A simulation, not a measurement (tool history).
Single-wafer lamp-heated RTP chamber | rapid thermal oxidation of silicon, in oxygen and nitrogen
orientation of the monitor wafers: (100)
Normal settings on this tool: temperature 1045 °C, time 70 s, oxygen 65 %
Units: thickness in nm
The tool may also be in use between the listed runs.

run,hour,temperature,time,oxygen,"read-back reference wafer on the same gauge, thickness",thickness
1,0.0,1045,70,65,7.888,7.229
2,35.5,1024,86,65,7.858,6.864
# hour 42.6: gauge calibrated
3,67.2,1045,70,89,8.108,8.283
4,136.6,1045,70,65,8.099,7.393
# hour 284.3: pyrometer window cleaned and pyrometer calibrated
5,306.3,1045,70,65,8.075,7.430
6,334.0,1045,70,65,8.071,7.280
7,359.0,1045,70,65,8.043,7.392
8,415.4,1045,70,65,8.037,7.416
9,474.2,1045,70,65,8.017,7.345
10,529.8,1045,70,65,8.035,7.344
11,559.7,1027,70,65,8.007,6.478
12,622.4,1027,70,65,7.998,6.496
13,652.2,1025,88,65,8.005,7.096
14,695.2,1025,88,65,8.007,7.024
15,745.6,1025,88,65,7.986,7.016
16,815.0,1045,70,65,7.966,7.307
# hour 860.5: pyrometer window cleaned and pyrometer calibrated
17,878.4,1045,70,65,7.949,7.267
18,922.2,1045,70,65,7.920,7.288
19,981.5,1072,70,81,7.956,9.459
# hour 1012.8: oxygen flow controller replaced
20,1044.4,1045,70,65,7.943,7.204
21,1083.1,1045,70,65,7.928,7.265
22,1143.8,1020,70,65,7.923,6.071
23,1207.2,1017,89,57,7.872,6.267
24,1241.3,1021,70,78,7.886,6.514
25,1310.2,1070,42,65,7.868,6.907
# hour 1379.1: pyrometer window cleaned and pyrometer calibrated
26,1380.5,1064,61,41,7.879,6.539
27,1424.7,1045,83,65,7.847,7.824
28,1455.9,1045,98,92,7.833,9.501
29,1484.4,1045,70,65,7.839,7.192
# hour 1494.5: gauge calibrated
30,1517.5,1045,82,65,8.152,7.980
31,1549.1,1045,70,65,8.116,7.403
32,1577.8,1045,92,65,8.127,8.479
33,1753.5,1022,40,65,8.093,4.970
34,1779.4,1026,43,90,8.090,5.857
35,1841.9,1055,101,75,8.079,9.805
36,1877.3,1045,57,55,8.078,6.396
37,1946.6,1027,70,38,8.067,5.360

Run by run, hidden condition taken away, random variation retained:
The tool's hidden condition here consists of: true wafer temperature minus pyrometer reading, K; deviation of the oxygen flow from its setpoint, %; gauge reads high (%).
run,thickness
1,7.461
2,7.091
3,8.295
4,7.416
5,7.483
6,7.337
7,7.454
8,7.488
9,7.427
10,7.435
11,6.563
12,6.591
13,7.205
14,7.139
15,7.139
16,7.448
17,7.418
18,7.447
19,9.680
20,7.383
21,7.453
22,6.237
23,6.448
24,6.707
25,7.124
26,6.756
27,8.093
28,9.835
29,7.450
30,7.954
31,7.384
32,8.463
33,4.981
34,5.874
35,9.847
36,6.429
37,5.396
